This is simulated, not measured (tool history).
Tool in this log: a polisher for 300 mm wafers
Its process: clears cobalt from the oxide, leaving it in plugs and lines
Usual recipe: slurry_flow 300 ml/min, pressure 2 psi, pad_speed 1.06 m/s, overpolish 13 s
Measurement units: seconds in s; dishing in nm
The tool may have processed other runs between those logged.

run   hour  slurry_flow  pressure  pad_speed  overpolish  wafers since the last listed run  wafers polished on this pad  hours since the slurry nozzle was cleaned  hours since the head pressure was calibrated  incoming thickness of the incoming film, nm  seconds  dishing
  1      0          300         2       1.06          13                                 0                          482                                      694.7                                         620.3                                        373.8       89     35.7
  2   13.9          300         2       1.06          13                                93                          576                                      708.6                                         634.2                                          366     85.4     36.3
  3   24.5          300         2       1.06          13                                71                          647                                      719.2                                         644.8                                        369.7     90.1     35.9
  4   42.3          300         2       1.06          16                               120                          768                                        737                                         662.6                                        374.2     89.1     40.1
  5   51.7          300         2       1.06          16                                63                          831                                      746.4                                           672                                        369.5     89.8       40
  6   68.7          300         2       1.06          16                               114                          946                                      763.4                                           689                                          367     87.9     39.2
      78.3  -- worn pad replaced by a new one, of another model than before
  7   81.3          300         2       1.06          13                                58                           20                                        776                                         701.6                                        369.4     85.3     36.6
  8   93.4          300         2       1.06          13                                81                          102                                      788.1                                         713.7                                          365     83.9     36.2
  9  107.5          300         2       1.06          13                                95                          197                                      802.2                                         727.8                                        362.8     83.6     37.3
 10    117          300         2       1.06          13                                64                          261                                      811.7                                         737.3                                        366.7     84.8     35.8
 11  126.5          300         2       1.06          13                                64                          325                                      821.2                                         746.8                                        369.6     87.4     36.1
 12  137.7          300         2       1.06          13                                75                          401                                      832.4                                           758                                        369.6     87.7     35.9
 13  145.9          300         2       1.06          13                                55                          456                                      840.6                                         766.2                                        367.6     84.9     35.8
 14  173.9          300         2       0.74          16                               189                          646                                      868.6                                         794.2                                        373.3    112.9       36
 15  188.6          300         2       1.06          18                                99                          745                                      883.3                                         808.9                                        369.6       88     42.4
 16    202          275       2.3       0.82           6                                90                          836                                      896.7                                         822.3                                        374.6     98.7     18.7
 17  210.5          380         2       0.92           7                                57                          893                                      905.2                                         830.8                                        367.9       95     21.6
 18  223.8          345         2       0.78          13                                89                          983                                      918.5                                         844.1                                        366.4    108.8     32.4
     234.7  -- head pressure recalibrated
       238  -- worn pad replaced by a new one
 19  238.5          300         2       1.36           7                                63                            3                                      933.2                                           3.8                                        370.6     71.9     27.4
 20  240.3          245       1.7       1.38          19                                12                           15                                        935                                           5.6                                        375.1     78.8     46.1
 21  247.4          360       1.3       0.94          18                                47                           63                                      942.1                                          12.7                                        364.1    111.7     38.8
     250.2  -- slurry nozzle cleaned
 22  262.6          300         2       1.06          13                                95                          159                                       12.4                                          27.9                                        363.2     83.9     35.8
 23  272.9          210         2       0.86          15                                69                          229                                       22.7                                          38.2                                        364.2     96.6     36.5
 24  283.1          300       1.5       1.06          13                                68                          298                                       32.9                                          48.4                                        372.1       99     32.7
 25    293          390       1.4       1.06          10                                66                          365                                       42.8                                          58.3                                        371.9    101.2     27.2
 26  307.1          300         2       1.06          13                                95                          460                                       56.9                                          72.4                                        369.2     86.7     36.9
 27    316          300       1.8       1.24          16                                60                          520                                       65.8                                          81.3                                        375.1     83.1     41.8
 28  326.5          300         2       1.06          13                                70                          591                                       76.3                                          91.8                                        370.1     86.2     35.7
 29  336.3          300         2       1.06          13                                66                          657                                       86.1                                         101.6                                        373.9     87.1     35.8
 30  350.9          400       2.2       0.84          16                                98                          756                                      100.7                                         116.2                                        362.4     95.3     38.7
 31    371          300         2       1.06          13                               135                          892                                      120.8                                         136.3                                        373.3     88.7     35.8
 32  386.1          210       1.6       0.88          18                               102                          994                                      135.9                                         151.4                                          366    115.6     36.7
 33  398.7          300         2       1.06          13                                85                         1079                                      148.5                                           164                                        373.3     90.7     34.9
     413.5  -- worn pad replaced by a new one
 34    414          300         2       1.06          13                                76                            3                                      163.8                                         179.3                                        371.8     85.8       36

Some steps in seconds between neighbouring runs. How much of each would the tool show without its hidden state too (settings, what came in, random variation), and how much is left for the hidden state, with any gauge scatter that isn't in both results?
What the log doesn't record here: removal rate lost through wear of the pad, %; slurry flow missing at the pad, %; deviation of the head's pressure from its setpoint, %.
Run 6 -> 7: overpolish 16 -> 13, worn pad replaced by a new one, of another model than before. seconds -2.6 s: hidden state -4.5, all else +1.9.
Run 13 -> 14: pad_speed 1.06 -> 0.74, overpolish 13 -> 16. seconds +28 s: hidden state +2, all else +26.
Run 18 -> 19: slurry_flow 345 -> 300, pad_speed 0.78 -> 1.36, overpolish 13 -> 7, head pressure recalibrated, worn pad replaced by a new one. seconds -36.9 s: hidden state -6, all else -30.9.
Run 20 -> 21: slurry_flow 245 -> 360, pressure 1.7 -> 1.3, pad_speed 1.38 -> 0.94, overpolish 19 -> 18. seconds +32.9 s: hidden state +0.5, all else +32.4.
Run 33 -> 34: worn pad replaced by a new one. seconds -4.9 s: hidden state -4.8, all else -0.1.
